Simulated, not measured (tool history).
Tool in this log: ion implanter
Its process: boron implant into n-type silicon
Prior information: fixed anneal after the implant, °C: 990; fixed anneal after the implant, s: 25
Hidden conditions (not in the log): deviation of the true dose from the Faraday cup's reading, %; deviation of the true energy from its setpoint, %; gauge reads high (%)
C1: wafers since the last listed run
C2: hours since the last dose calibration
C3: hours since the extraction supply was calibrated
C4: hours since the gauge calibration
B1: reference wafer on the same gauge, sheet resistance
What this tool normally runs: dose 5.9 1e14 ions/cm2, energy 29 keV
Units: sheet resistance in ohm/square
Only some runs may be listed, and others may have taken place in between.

run 1 hour=0 | dose=5.9 energy=29 | C1=0 C2=415.9 C3=1878.1 C4=249.2 | B1=184.04 | sheet_resistance=165.64
run 2 hour=15.2 | dose=5.9 energy=29 | C1=160 C2=431.1 C3=1893.3 C4=264.4 | B1=183.99 | sheet_resistance=166.07
run 3 hour=43.6 | dose=5.9 energy=29 | C1=299 C2=459.5 C3=1921.7 C4=292.8 | B1=183.99 | sheet_resistance=165.93
run 4 hour=74.9 | dose=5.9 energy=29 | C1=330 C2=490.8 C3=1953 C4=324.1 | B1=183.9 | sheet_resistance=165.79
run 5 hour=99.8 | dose=5.9 energy=29 | C1=262 C2=515.7 C3=1977.9 C4=349 | B1=184.11 | sheet_resistance=166.51
run 6 hour=134.2 | dose=5.9 energy=29 | C1=362 C2=550.1 C3=2012.3 C4=383.4 | B1=184.06 | sheet_resistance=166.11
run 7 hour=151.6 | dose=5.9 energy=29 | C1=183 C2=567.5 C3=2029.7 C4=400.8 | B1=184 | sheet_resistance=166.9
run 8 hour=173.5 | dose=5.39 energy=29 | C1=230 C2=589.4 C3=2051.6 C4=422.7 | B1=183.97 | sheet_resistance=179.5
-- hour=199.5 Faraday cup replaced and dose calibrated
run 9 hour=208.5 | dose=5.32 energy=22 | C1=284 C2=9 C3=2086.6 C4=457.7 | B1=183.99 | sheet_resistance=183.1
run 10 hour=243.6 | dose=5.32 energy=22 | C1=370 C2=44.1 C3=2121.7 C4=492.8 | B1=184.01 | sheet_resistance=183.87
run 11 hour=293.6 | dose=5.9 energy=29 | C1=527 C2=94.1 C3=2171.7 C4=542.8 | B1=183.97 | sheet_resistance=164.86
run 12 hour=321.7 | dose=5.9 energy=29 | C1=296 C2=122.2 C3=2199.8 C4=570.9 | B1=184.01 | sheet_resistance=164.68
run 13 hour=335.5 | dose=5.9 energy=29 | C1=145 C2=136 C3=2213.6 C4=584.7 | B1=184.03 | sheet_resistance=165.16
run 14 hour=368.4 | dose=6.51 energy=23.5 | C1=346 C2=168.9 C3=2246.5 C4=617.6 | B1=183.97 | sheet_resistance=154.94
-- hour=393.3 gauge calibrated
run 15 hour=401.2 | dose=6.43 energy=32.5 | C1=345 C2=201.7 C3=2279.3 C4=7.9 | B1=183.99 | sheet_resistance=152.76
run 16 hour=441 | dose=5.32 energy=22 | C1=419 C2=241.5 C3=2319.1 C4=47.7 | B1=184.04 | sheet_resistance=184.39
run 17 hour=456.5 | dose=6.67 energy=23.5 | C1=163 C2=257 C3=2334.6 C4=63.2 | B1=184.05 | sheet_resistance=151.78
-- hour=492.5 extraction supply calibrated
run 18 hour=493 | dose=7.27 energy=29 | C1=300 C2=293.5 C3=0.5 C4=99.7 | B1=184.02 | sheet_resistance=138.82
run 19 hour=502.7 | dose=7.12 energy=20.5 | C1=102 C2=303.2 C3=10.2 C4=109.4 | B1=183.92 | sheet_resistance=145.61
run 20 hour=515.3 | dose=5.44 energy=32 | C1=132 C2=315.8 C3=22.8 C4=122 | B1=183.95 | sheet_resistance=175.44
run 21 hour=528.5 | dose=7.15 energy=38 | C1=139 C2=329 C3=36 C4=135.2 | B1=184.03 | sheet_resistance=138.41
run 22 hour=563.3 | dose=5.9 energy=29 | C1=367 C2=363.8 C3=70.8 C4=170 | B1=184.01 | sheet_resistance=165.92
run 23 hour=590.9 | dose=4.52 energy=25.5 | C1=291 C2=391.4 C3=98.4 C4=197.6 | B1=184 | sheet_resistance=207.88
run 24 hour=611.7 | dose=7.04 energy=29 | C1=219 C2=412.2 C3=119.2 C4=218.4 | B1=184.02 | sheet_resistance=143.09
run 25 hour=646.9 | dose=4.89 energy=21 | C1=371 C2=447.4 C3=154.4 C4=253.6 | B1=183.96 | sheet_resistance=198.92

Hidden state at the last listed run before each entry between runs and at the first one after, where it differs:
Run 8 -> run 9: Faraday cup replaced and dose calibrated (hour 199.5)
  deviation of the true dose from the Faraday cup's reading, %: -1.31 -> 0.0624
  measured value less the no-hidden-state value, sheet resistance: +1.91 -> -0.09 ohm/square
Run 14 -> run 15: gauge calibrated (hour 393.3)
  deviation of the true dose from the Faraday cup's reading, %: -0.312 -> -0.389
  measured value less the no-hidden-state value, sheet resistance: +0.4 -> +0.49 ohm/square
Run 17 -> run 18: extraction supply calibrated (hour 492.5)
  deviation of the true dose from the Faraday cup's reading, %: -0.519 -> -0.604
  measured value less the no-hidden-state value, sheet resistance: +0.66 -> +0.7 ohm/square

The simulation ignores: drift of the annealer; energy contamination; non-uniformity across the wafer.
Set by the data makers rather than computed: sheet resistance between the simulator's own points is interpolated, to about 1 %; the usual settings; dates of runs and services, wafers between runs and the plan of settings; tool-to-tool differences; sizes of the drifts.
